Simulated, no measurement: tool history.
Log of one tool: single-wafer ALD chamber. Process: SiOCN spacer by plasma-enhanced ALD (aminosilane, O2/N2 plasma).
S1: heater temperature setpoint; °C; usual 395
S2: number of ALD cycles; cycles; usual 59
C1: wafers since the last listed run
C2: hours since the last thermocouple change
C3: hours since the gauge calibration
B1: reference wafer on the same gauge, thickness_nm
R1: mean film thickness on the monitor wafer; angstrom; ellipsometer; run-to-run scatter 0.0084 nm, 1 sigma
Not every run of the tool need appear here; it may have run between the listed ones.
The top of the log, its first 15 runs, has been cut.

{"run": 16, "hour": 1596.3, "S1": 395, "S2": 59, "C1": 240, "C2": 934.6, "C3": 3144, "B1": 2.817, "R1": 33.35}
{"run": 17, "hour": 1635.9, "S1": 395, "S2": 59, "C1": 150, "C2": 974.2, "C3": 3183.6, "B1": 2.821, "R1": 33.44}
{"run": 18, "hour": 1709.1, "S1": 395, "S2": 59, "C1": 278, "C2": 1047.4, "C3": 3256.8, "B1": 2.818, "R1": 33.26}
{"run": 19, "hour": 1787.1, "S1": 395, "S2": 70, "C1": 296, "C2": 1125.4, "C3": 3334.8, "B1": 2.819, "R1": 39.41}
{"run": 20, "hour": 1850.1, "S1": 395, "S2": 59, "C1": 239, "C2": 1188.4, "C3": 3397.8, "B1": 2.815, "R1": 33.3}
{"hour": 1854.7, "done": "gauge calibrated"}
{"run": 21, "hour": 2092.5, "S1": 386, "S2": 68, "C1": 921, "C2": 1430.8, "C3": 237.8, "B1": 2.843, "R1": 38.87}
{"run": 22, "hour": 2164.2, "S1": 405, "S2": 49, "C1": 272, "C2": 1502.5, "C3": 309.5, "B1": 2.841, "R1": 27.68}
{"run": 23, "hour": 2232.2, "S1": 395, "S2": 59, "C1": 258, "C2": 1570.5, "C3": 377.5, "B1": 2.84, "R1": 33.61}
{"run": 24, "hour": 2404.3, "S1": 382, "S2": 56, "C1": 654, "C2": 1742.6, "C3": 549.6, "B1": 2.843, "R1": 31.77}
{"hour": 2506.9, "done": "thermocouple changed; heater temperature recalibrated"}
{"run": 25, "hour": 2507.4, "S1": 404, "S2": 66, "C1": 361, "C2": 0.5, "C3": 652.7, "B1": 2.845, "R1": 37.2}
{"run": 26, "hour": 2564.6, "S1": 383, "S2": 68, "C1": 217, "C2": 57.7, "C3": 709.9, "B1": 2.839, "R1": 38.79}
{"run": 27, "hour": 2667.1, "S1": 386, "S2": 68, "C1": 389, "C2": 160.2, "C3": 812.4, "B1": 2.842, "R1": 38.66}
{"run": 28, "hour": 2771.0, "S1": 395, "S2": 59, "C1": 395, "C2": 264.1, "C3": 916.3, "B1": 2.838, "R1": 33.62}
{"run": 29, "hour": 3022.8, "S1": 387, "S2": 66, "C1": 957, "C2": 515.9, "C3": 1168.1, "B1": 2.837, "R1": 37.55}
{"run": 30, "hour": 3105.9, "S1": 408, "S2": 55, "C1": 315, "C2": 599, "C3": 1251.2, "B1": 2.836, "R1": 30.62}
{"run": 31, "hour": 3242.0, "S1": 395, "S2": 59, "C1": 517, "C2": 735.1, "C3": 1387.3, "B1": 2.835, "R1": 33.47}
{"run": 32, "hour": 3534.2, "S1": 401, "S2": 59, "C1": 1111, "C2": 1027.3, "C3": 1679.5, "B1": 2.83, "R1": 33.46}
{"run": 33, "hour": 3572.0, "S1": 404, "S2": 49, "C1": 143, "C2": 1065.1, "C3": 1717.3, "B1": 2.83, "R1": 27.7}
{"run": 34, "hour": 3634.9, "S1": 381, "S2": 51, "C1": 239, "C2": 1128, "C3": 1780.2, "B1": 2.825, "R1": 29}
{"run": 35, "hour": 3827.2, "S1": 399, "S2": 70, "C1": 731, "C2": 1320.3, "C3": 1972.5, "B1": 2.824, "R1": 39.72}
{"run": 36, "hour": 3933.7, "S1": 404, "S2": 59, "C1": 404, "C2": 1426.8, "C3": 2079, "B1": 2.826, "R1": 33.19}

What if the next run were any one of these 5? Each begins from the tool's condition after run 36:
{"run": "A", "hour": 3934.2, "S1": 395, "S2": 59, "C1": 1, "C2": 1427.3, "C3": 2079.5, "B1": "?", "R1": "?"}
{"run": "B", "hour": 3934.2, "S1": 405, "S2": 59, "C1": 1, "C2": 1427.3, "C3": 2079.5, "B1": "?", "R1": "?"}
{"run": "C", "hour": 3934.2, "S1": 403, "S2": 63, "C1": 1, "C2": 1427.3, "C3": 2079.5, "B1": "?", "R1": "?"}
{"run": "D", "hour": 3934.2, "S1": 381, "S2": 55, "C1": 1, "C2": 1427.3, "C3": 2079.5, "B1": "?", "R1": "?"}
{"run": "E", "hour": 3934.2, "S1": 403, "S2": 59, "C1": 1, "C2": 1427.3, "C3": 2079.5, "B1": "?", "R1": "?"}

run=A B1=2.824 R1=33.29
run=B B1=2.824 R1=32.91
run=C B1=2.824 R1=35.33
run=D B1=2.824 R1=31.03
run=E B1=2.824 R1=33.08
Without the tool's unlogged condition, the same runs would have read:
run=A R1=33.59
run=B R1=33.21
run=C R1=35.65
run=D R1=31.32
run=E R1=33.39
